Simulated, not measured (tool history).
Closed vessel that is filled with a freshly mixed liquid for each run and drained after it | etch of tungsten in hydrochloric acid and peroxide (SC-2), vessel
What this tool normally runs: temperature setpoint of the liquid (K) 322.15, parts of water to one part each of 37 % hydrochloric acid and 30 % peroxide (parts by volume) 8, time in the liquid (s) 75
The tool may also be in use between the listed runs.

run,hour,temperature setpoint of the liquid (K),parts of water to one part each of 37 % hydrochloric acid and 30 % peroxide (parts by volume),time in the liquid (s),"read-back film thickness of the tungsten reference wafer, read on the same gauge (nm)",thickness taken off the tungsten on a monitor wafer (angstrom)
1,0,322.15,6.5,75,30.49,339.8
2,45.6,319.65,9,75,30.54,222.4
3,116,322.15,8,75,30.63,294.5
# hour 138.4: thermometer replaced
4,193.2,322.15,8,75,30.72,298.5
5,264.5,322.15,8,75,30.81,294.2
6,367.7,316.65,8,60,30.9,160.6
# hour 417.1: new drum of peroxide connected
7,598.8,316.65,8,60,31.02,162
# hour 628.9: chemicals flow meter replaced
8,681.2,316.65,8,60,31.08,162.9
9,773.3,327.15,8,75,31.1,409.3
10,831.4,322.15,8,75,31.15,301.2
11,933.7,322.15,8,75,31.16,297.9
12,988.8,322.15,11,95,31.19,286
13,1076.4,331.15,4.5,35,31.18,387.4
14,1123.6,317.65,8,75,31.22,220.3
15,1224,325.15,5,90,31.24,625.1
# hour 1251.5: thermometer replaced
16,1301,314.65,4.5,75,31.23,274.4
# hour 1347.3: gauge calibrated
17,1387.7,328.15,10.5,75,29.99,341.7
# hour 1436.5: chemicals flow meter replaced
18,1447.8,322.15,8,75,30.1,290.3

What does the tool deliver on the next run?
19,1543.1,325.65,9,75,?,?

{"run 19": {"read-back film thickness of the tungsten reference wafer, read on the same gauge (nm)": 30.25, "thickness taken off the tungsten on a monitor wafer (angstrom)": 334.4}}
Take away the tool's hidden state, keep the run-to-run variation as it was, and the same run would have given thickness taken off the tungsten on a monitor wafer (angstrom) 331.4.
